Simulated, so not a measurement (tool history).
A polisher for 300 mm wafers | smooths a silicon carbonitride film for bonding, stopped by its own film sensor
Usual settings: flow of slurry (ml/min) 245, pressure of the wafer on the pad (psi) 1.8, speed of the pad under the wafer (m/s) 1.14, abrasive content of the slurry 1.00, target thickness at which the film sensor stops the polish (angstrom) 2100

run,hour,flow of slurry (ml/min),pressure of the wafer on the pad (psi),speed of the pad under the wafer (m/s),abrasive content of the slurry,target thickness at which the film sensor stops the polish (angstrom),wafers since the last listed run,wafers polished on this pad,hours since the slurry nozzle was cleaned,hours since the head pressure was calibrated,hours since the slurry blender was calibrated,"incoming thickness of the incoming film, nm",time until the film sensor stopped the polish (s)
1,0.0,245,2.0,1.04,1.00,2100,0,600,306.1,460.9,241.4,237.6,82.9
# hour 15.7: worn pad replaced by a new one
2,16.2,245,2.0,1.04,1.00,2100,96,3,322.3,477.1,257.6,237.2,81.7
3,21.4,245,1.8,1.14,1.00,2100,41,45,327.5,482.3,262.8,245.1,111.4
# hour 41.4: slurry blender recalibrated
4,62.7,245,1.8,1.14,1.00,2100,312,357,368.8,523.6,21.3,239.1,92.5
5,68.9,245,1.8,1.14,1.00,2100,49,406,375.0,529.8,27.5,239.5,95.1
# hour 77.8: slurry nozzle cleaned
6,85.8,245,2.0,1.14,1.00,2100,126,533,8.0,546.7,44.4,240.2,87.0
# hour 93.0: head pressure recalibrated
7,98.7,245,2.0,1.14,1.00,2100,86,619,20.9,5.7,57.3,241.0,100.0
# hour 108.1: worn pad replaced by a new one
8,108.6,245,1.8,1.14,1.00,2100,46,3,30.8,15.6,67.2,240.9,111.3
9,125.0,245,1.8,1.14,1.00,2100,130,134,47.2,32.0,83.6,241.1,109.2
10,138.3,245,1.8,1.14,1.00,2100,105,239,60.5,45.3,96.9,241.4,111.2
11,146.3,245,1.8,1.14,1.00,2100,63,303,68.5,53.3,104.9,240.6,107.1
12,163.5,245,1.8,1.14,1.00,2100,136,440,85.7,70.5,122.1,235.9,90.1
13,174.7,220,2.0,1.14,1.20,2070,89,529,96.9,81.7,133.3,240.5,98.5
14,185.9,285,1.8,0.96,1.00,2100,89,618,108.1,92.9,144.5,240.2,111.6
15,194.6,245,1.8,1.14,1.00,2100,69,687,116.8,101.6,153.2,240.2,101.3
# hour 203.0: worn pad replaced by a new one
16,203.5,245,1.8,1.14,1.00,2100,38,3,125.7,110.5,162.1,243.4,113.7
17,218.4,245,1.8,1.14,1.00,2100,118,122,140.6,125.4,177.0,241.9,107.5
18,234.7,245,1.8,1.14,0.85,2100,129,251,156.9,141.7,193.3,238.3,102.5
19,245.7,245,1.8,0.76,1.00,2100,87,339,167.9,152.7,204.3,240.9,122.9
20,259.5,245,1.8,1.14,1.00,2200,109,448,181.7,166.5,218.1,239.0,63.2
21,271.3,245,1.8,0.80,1.00,2100,93,542,193.5,178.3,229.9,239.1,113.1
22,278.0,245,1.8,1.14,1.00,2160,53,595,200.2,185.0,236.6,237.4,71.5
23,285.6,285,1.8,1.14,1.25,2160,60,656,207.8,192.6,244.2,237.8,66.3
# hour 292.6: worn pad replaced by a new one
24,299.8,245,1.8,0.96,1.00,2100,81,57,222.0,206.8,258.4,242.1,117.3
25,305.9,245,1.8,1.14,1.00,2100,48,105,228.1,212.9,264.5,237.0,89.0
26,320.5,215,1.8,1.14,1.15,2100,116,221,242.7,227.5,279.1,235.4,79.9
27,337.8,245,2.0,1.04,1.00,2100,137,359,260.0,244.8,296.4,235.9,80.4
# hour 345.2: slurry blender recalibrated
28,352.1,245,1.8,1.14,1.00,2100,97,457,274.3,259.1,6.9,241.5,103.5
29,360.0,245,1.8,1.44,1.00,2130,62,519,282.2,267.0,14.8,239.6,78.2

Forecast each of these 5 alternatives for the next run:
A,360.5,245,1.8,1.14,1.00,2100,3,523,282.7,267.5,15.3,239.1,?
B,360.5,245,2.3,1.14,1.00,2130,3,523,282.7,267.5,15.3,239.1,?
C,360.5,245,1.8,1.04,1.20,2100,3,523,282.7,267.5,15.3,239.1,?
D,360.5,245,2.1,0.86,0.80,2100,3,523,282.7,267.5,15.3,239.1,?
E,360.5,205,2.0,1.14,0.85,2100,3,523,282.7,267.5,15.3,239.1,?

run,time until the film sensor stopped the polish (s)
A,95.3
B,66.9
C,93.5
D,100.3
E,91.8
Without the tool's hidden state the same runs would have given:
run,time until the film sensor stopped the polish (s)
A,105.2
B,73.8
C,103.3
D,110.8
E,101.4
